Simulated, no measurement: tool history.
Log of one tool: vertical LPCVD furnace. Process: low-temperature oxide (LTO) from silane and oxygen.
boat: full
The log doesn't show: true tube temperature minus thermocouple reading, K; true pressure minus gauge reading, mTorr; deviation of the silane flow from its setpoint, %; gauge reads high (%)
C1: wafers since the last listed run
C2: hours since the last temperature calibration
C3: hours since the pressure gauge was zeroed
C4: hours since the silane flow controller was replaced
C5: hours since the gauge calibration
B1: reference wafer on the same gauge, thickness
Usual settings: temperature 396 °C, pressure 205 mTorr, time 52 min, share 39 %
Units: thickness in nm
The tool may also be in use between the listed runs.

Run 1, hour 0: usual settings; C1 0; C2 1817.6; C3 2651.7; C4 7554.9; C5 335.7; B1 361.13. Result: thickness 466.09 nm.
Run 2, hour 35.3: usual settings; C1 409; C2 1852.9; C3 2687; C4 7590.2; C5 371; B1 361.09. Result: thickness 468.66 nm.
Run 3, hour 56.9: usual settings; C1 250; C2 1874.5; C3 2708.6; C4 7611.8; C5 392.6; B1 361.14. Result: thickness 465.64 nm.
Run 4, hour 80.6: usual settings but share 37 %; C1 274; C2 1898.2; C3 2732.3; C4 7635.5; C5 416.3; B1 361.07. Result: thickness 437.12 nm.
Run 5, hour 104.8: usual settings but share 37 %; C1 280; C2 1922.4; C3 2756.5; C4 7659.7; C5 440.5; B1 361.07. Result: thickness 440.15 nm.
Run 6, hour 200.8: usual settings but share 37 %; C1 1112; C2 2018.4; C3 2852.5; C4 7755.7; C5 536.5; B1 360.83. Result: thickness 440.17 nm.
At hour 234.2: silane flow controller replaced.
At hour 235: pressure gauge zeroed.
Run 7, hour 235.5: usual settings; C1 114; C2 2053.1; C3 0.5; C4 1.3; C5 571.2; B1 360.66. Result: thickness 442.85 nm.
Run 8, hour 255.3: usual settings; C1 229; C2 2072.9; C3 20.3; C4 21.1; C5 591; B1 361.08. Result: thickness 442.94 nm.
At hour 261.6: gauge calibrated.
Run 9, hour 289.9: usual settings; C1 401; C2 2107.5; C3 54.9; C4 55.7; C5 28.3; B1 361.29. Result: thickness 442.27 nm.
Run 10, hour 310.8: usual settings; C1 242; C2 2128.4; C3 75.8; C4 76.6; C5 49.2; B1 360.91. Result: thickness 441.98 nm.
Run 11, hour 344: usual settings but pressure 180 mTorr, time 70 min, share 36 %; C1 384; C2 2161.6; C3 109; C4 109.8; C5 82.4; B1 361.46. Result: thickness 475.17 nm.
Run 12, hour 378.6: usual settings but temperature 387 °C, pressure 180 mTorr; C1 401; C2 2196.2; C3 143.6; C4 144.4; C5 117; B1 361.06. Result: thickness 352.48 nm.
Run 13, hour 404.4: usual settings but pressure 160 mTorr, time 65.5 min, share 34 %; C1 299; C2 2222; C3 169.4; C4 170.2; C5 142.8; B1 360.85. Result: thickness 366.21 nm.
Run 14, hour 436.2: usual settings but pressure 230 mTorr, time 64.5 min; C1 368; C2 2253.8; C3 201.2; C4 202; C5 174.6; B1 361.32. Result: thickness 618.52 nm.
At hour 464.7: thermocouples replaced and temperature profile calibrated.
Run 15, hour 465.2: usual settings but pressure 250 mTorr; C1 57; C2 0.5; C3 230.2; C4 231; C5 203.6; B1 360.73. Result: thickness 522.74 nm.
Run 16, hour 486.1: usual settings; C1 242; C2 21.4; C3 251.1; C4 251.9; C5 224.5; B1 360.87. Result: thickness 427.33 nm.
Run 17, hour 501.5: usual settings but temperature 391 °C, pressure 185 mTorr, time 72 min, share 36 %; C1 178; C2 36.8; C3 266.5; C4 267.3; C5 239.9; B1 361.09. Result: thickness 454.7 nm.
Run 18, hour 535.4: usual settings but temperature 406 °C; C1 392; C2 70.7; C3 300.4; C4 301.2; C5 273.8; B1 360.89. Result: thickness 479.55 nm.
Run 19, hour 551.7: usual settings; C1 188; C2 87; C3 316.7; C4 317.5; C5 290.1; B1 361.03. Result: thickness 427.35 nm.
Run 20, hour 581.1: usual settings but temperature 400 °C, pressure 155 mTorr, share 44 %; C1 340; C2 116.4; C3 346.1; C4 346.9; C5 319.5; B1 361.17. Result: thickness 389.05 nm.
Run 21, hour 596: usual settings; C1 172; C2 131.3; C3 361; C4 361.8; C5 334.4; B1 361.23. Result: thickness 428.59 nm.

Forecast each of these 4 alternatives for the next run:
Run A, hour 600.1: usual settings; C1 47; C2 135.4; C3 365.1; C4 365.9; C5 338.5; B1 ?. Result: thickness ?.
Run B, hour 600.1: usual settings but time 39 min; C1 47; C2 135.4; C3 365.1; C4 365.9; C5 338.5; B1 ?. Result: thickness ?.
Run C, hour 600.1: usual settings but pressure 160 mTorr, share 33 %; C1 47; C2 135.4; C3 365.1; C4 365.9; C5 338.5; B1 ?. Result: thickness ?.
Run D, hour 600.1: usual settings but pressure 175 mTorr, time 46 min; C1 47; C2 135.4; C3 365.1; C4 365.9; C5 338.5; B1 ?. Result: thickness ?.

run      B1  thickness
  A  361.37     426.46
  B  361.37     319.85
  C  361.37     267.22
  D  361.37     322.23
Without the tool's hidden state the same runs would have given:
run  thickness
  A     422.49
  B     316.87
  C     264.42
  D     319.05
